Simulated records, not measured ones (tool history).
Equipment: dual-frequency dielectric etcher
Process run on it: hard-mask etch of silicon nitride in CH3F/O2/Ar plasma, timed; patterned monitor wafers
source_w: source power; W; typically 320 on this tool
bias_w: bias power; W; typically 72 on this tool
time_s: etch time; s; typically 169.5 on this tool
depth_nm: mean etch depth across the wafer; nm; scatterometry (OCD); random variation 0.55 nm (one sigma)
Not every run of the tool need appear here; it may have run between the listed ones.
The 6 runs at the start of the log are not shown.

run    hour  source_w  bias_w  time_s  wafers since the last listed run  hours since the last wet clean  hours since the last source power generator calibration  hours since the last bias power generator calibration  hours since the last upper electrode change  hours since the gauge calibration  read-back reference wafer on the same gauge, depth_nm  depth_nm
      296.5  -- wet clean of the chamber
  7   387.6       340      72   169.5                               962                            91.1                                                   3841.8                                                  978.2                                       1866.2                              440.1                                                   89.1     114.7
  8   459.6       320      72   169.5                               550                           163.1                                                   3913.8                                                 1050.2                                       1938.2                              512.1                                                   89.2     109.3
      538.3  -- upper electrode replaced
  9   574.8       320      77   218.0                               697                           278.3                                                   4029.0                                                 1165.4                                         36.5                              627.3                                                   88.8     145.7
      588.7  -- source power generator calibrated
 10   642.4       320      72   169.5                               486                           345.9                                                     53.7                                                 1233.0                                        104.1                              694.9                                                   89.1     108.9
 11   691.3       320      66   169.5                               373                           394.8                                                    102.6                                                 1281.9                                        153.0                              743.8                                                   89.0     102.7
 12   740.6       280      72   169.5                               376                           444.1                                                    151.9                                                 1331.2                                        202.3                              793.1                                                   89.0     100.1
 13   795.2       350      62   193.0                               417                           498.7                                                    206.5                                                 1385.8                                        256.9                              847.7                                                   89.0     119.5
      938.2  -- wet clean of the chamber
 14   947.8       250      84   211.0                               982                             9.6                                                    359.1                                                 1538.4                                        409.5                             1000.3                                                   88.9     130.3
     1001.4  -- bias power generator calibrated
 15  1007.4       350      83   169.5                               424                            69.2                                                    418.7                                                    6.0                                        469.1                             1059.9                                                   89.0     125.7
 16  1034.3       290      57   132.0                               205                            96.1                                                    445.6                                                   32.9                                        496.0                             1086.8                                                   89.1      72.7
 17  1059.7       300      88   122.5                               194                           121.5                                                    471.0                                                   58.3                                        521.4                             1112.2                                                   88.8      84.5
 18  1263.9       320      72   143.5                              1560                           325.7                                                    675.2                                                  262.5                                        725.6                             1316.4                                                   89.0      92.7
 19  1331.9       250      78   169.5                               519                           393.7                                                    743.2                                                  330.5                                        793.6                             1384.4                                                   88.8      97.0
 20  1359.4       320      67   119.0                               210                           421.2                                                    770.7                                                  358.0                                        821.1                             1411.9                                                   89.0      72.7
 21  1416.1       300      79   169.5                               433                           477.9                                                    827.4                                                  414.7                                        877.8                             1468.6                                                   89.2     107.5
     1460.6  -- wet clean of the chamber
     1470.6  -- gauge calibrated
 22  1481.9       320      72   169.5                               319                            21.3                                                    893.2                                                  480.5                                        943.6                               11.3                                                   89.0     111.4
 23  1518.1       260      58   140.5                               276                            57.5                                                    929.4                                                  516.7                                        979.8                               47.5                                                   88.9      72.3
 24  1571.0       320      72   142.0                               404                           110.4                                                    982.3                                                  569.6                                       1032.7                              100.4                                                   89.0      90.9
 25  1741.0       320      72   169.5                              1299                           280.4                                                   1152.3                                                  739.6                                       1202.7                              270.4                                                   89.0     107.4
 26  1787.2       260      77   205.0                               353                           326.6                                                   1198.5                                                  785.8                                       1248.9                              316.6                                                   89.0     119.2
 27  1935.3       320      72   156.0                              1132                           474.7                                                   1346.6                                                  933.9                                       1397.0                              464.7                                                   88.9      96.6
 28  1992.7       380      83   129.5                               438                           532.1                                                   1404.0                                                  991.3                                       1454.4                              522.1                                                   88.9      94.0
     2030.3  -- wet clean of the chamber
 29  2127.8       320      81   169.5                               849                            97.5                                                   1539.1                                                 1126.4                                       1589.5                              657.2                                                   88.8     117.4
 30  2171.2       320      72   169.5                               331                           140.9                                                   1582.5                                                 1169.8                                       1632.9                              700.6                                                   89.0     109.1
 31  2236.2       260      83   152.0                               496                           205.9                                                   1647.5                                                 1234.8                                       1697.9                              765.6                                                   88.9      92.9

Consider 3 possible next runs. They are alternatives, not a sequence: every one starts from the tool as it was left by run 31. What does each give?
  A  2236.7       320      72   192.5                                 3                           206.4                                                   1648.0                                                 1235.3                                       1698.4                              766.1                                                      ?         ?
  B  2236.7       250      78   196.5                                 3                           206.4                                                   1648.0                                                 1235.3                                       1698.4                              766.1                                                      ?         ?
  C  2236.7       320      72   206.5                                 3                           206.4                                                   1648.0                                                 1235.3                                       1698.4                              766.1                                                      ?         ?

run  read-back reference wafer on the same gauge, depth_nm  depth_nm
  A                                                   89.1     123.4
  B                                                   89.1     113.7
  C                                                   89.1     132.4
Stripped of hidden state, with their random variation kept, the same runs would have yielded:
run  depth_nm
  A     126.1
  B     116.2
  C     135.3

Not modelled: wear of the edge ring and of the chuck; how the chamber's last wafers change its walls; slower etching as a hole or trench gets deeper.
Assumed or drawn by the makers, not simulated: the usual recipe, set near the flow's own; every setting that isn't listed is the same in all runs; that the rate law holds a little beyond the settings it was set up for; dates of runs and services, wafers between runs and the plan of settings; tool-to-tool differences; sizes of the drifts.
